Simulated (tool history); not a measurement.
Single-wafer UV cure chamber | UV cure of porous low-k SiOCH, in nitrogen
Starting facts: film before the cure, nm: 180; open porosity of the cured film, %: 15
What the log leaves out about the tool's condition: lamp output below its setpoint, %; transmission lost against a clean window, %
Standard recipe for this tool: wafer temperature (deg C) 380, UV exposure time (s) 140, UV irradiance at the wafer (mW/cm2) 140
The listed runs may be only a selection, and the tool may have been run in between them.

| run | hour | wafer temperature (deg C) | UV exposure time (s) | UV irradiance at the wafer (mW/cm2) | wafers since the last listed run | hours since the UV bulbs were replaced | wafers since the quartz window was cleaned | loss of film thickness in the cure (%) |
|---|---|---|---|---|---|---|---|---|
| 1 | 0 | 380 | 140 | 140 | 0 | 1161.3 | 3067 | 10.062 |
|  | 41.9 | quartz window cleaned |
| 2 | 58.7 | 380 | 140 | 140 | 353 | 1220 | 117 | 10.646 |
| 3 | 129.8 | 380 | 140 | 140 | 495 | 1291.1 | 612 | 10.254 |
| 4 | 193.9 | 380 | 140 | 140 | 446 | 1355.2 | 1059 | 10.126 |
|  | 250.4 | UV bulbs replaced |
| 5 | 429.9 | 373 | 140 | 148 | 1588 | 179.5 | 2647 | 9.762 |
|  | 493.2 | quartz window cleaned |
| 6 | 506.3 | 373 | 140 | 148 | 476 | 255.9 | 90 | 10.987 |
| 7 | 612.7 | 373 | 140 | 148 | 741 | 362.3 | 832 | 10.549 |
| 8 | 693 | 380 | 140 | 140 | 559 | 442.6 | 1391 | 10.026 |
| 9 | 772.1 | 380 | 140 | 140 | 551 | 521.7 | 1942 | 9.919 |
| 10 | 819.5 | 380 | 140 | 140 | 330 | 569.1 | 2272 | 10.122 |
| 11 | 909.4 | 380 | 140 | 140 | 626 | 659 | 2899 | 10.113 |
|  | 962.7 | quartz window cleaned |
| 12 | 974.1 | 380 | 140 | 140 | 394 | 723.7 | 79 | 10.847 |
| 13 | 1058.6 | 380 | 140 | 140 | 588 | 808.2 | 668 | 10.55 |
| 14 | 1137.1 | 380 | 180 | 140 | 546 | 886.7 | 1214 | 11.21 |
| 15 | 1218.3 | 399 | 75 | 121 | 565 | 967.9 | 1780 | 6.863 |
| 16 | 1290.6 | 396 | 95 | 140 | 503 | 1040.2 | 2284 | 8.427 |
| 17 | 1376.9 | 361 | 65 | 103 | 601 | 1126.5 | 2885 | 5.069 |
|  | 1430.3 | quartz window cleaned |
| 18 | 1436.9 | 368 | 140 | 118 | 362 | 1186.5 | 46 | 9.781 |
| 19 | 1531.7 | 391 | 85 | 140 | 660 | 1281.3 | 706 | 8.251 |
|  | 1606.3 | UV bulbs replaced |
| 20 | 1628.4 | 392 | 140 | 140 | 617 | 22.1 | 1324 | 10.003 |
| 21 | 1693.2 | 364 | 75 | 140 | 451 | 86.9 | 1775 | 6.929 |
| 22 | 1774.3 | 380 | 140 | 140 | 564 | 168 | 2340 | 9.723 |
|  | 1815 | quartz window cleaned |
| 23 | 1857.9 | 388 | 65 | 140 | 526 | 251.6 | 299 | 7.461 |

Run 24, settings as shown, results not yet in. Your forecast:
| 24 | 1948.8 | 391 | 200 | 115 | 633 | 342.5 | 932 | ? |

{"run 24": {"loss of film thickness in the cure (%)": 11.018}}
Take away the tool's hidden state, keep the run-to-run variation as it was, and the same run would have given loss of film thickness in the cure (%) 11.701.
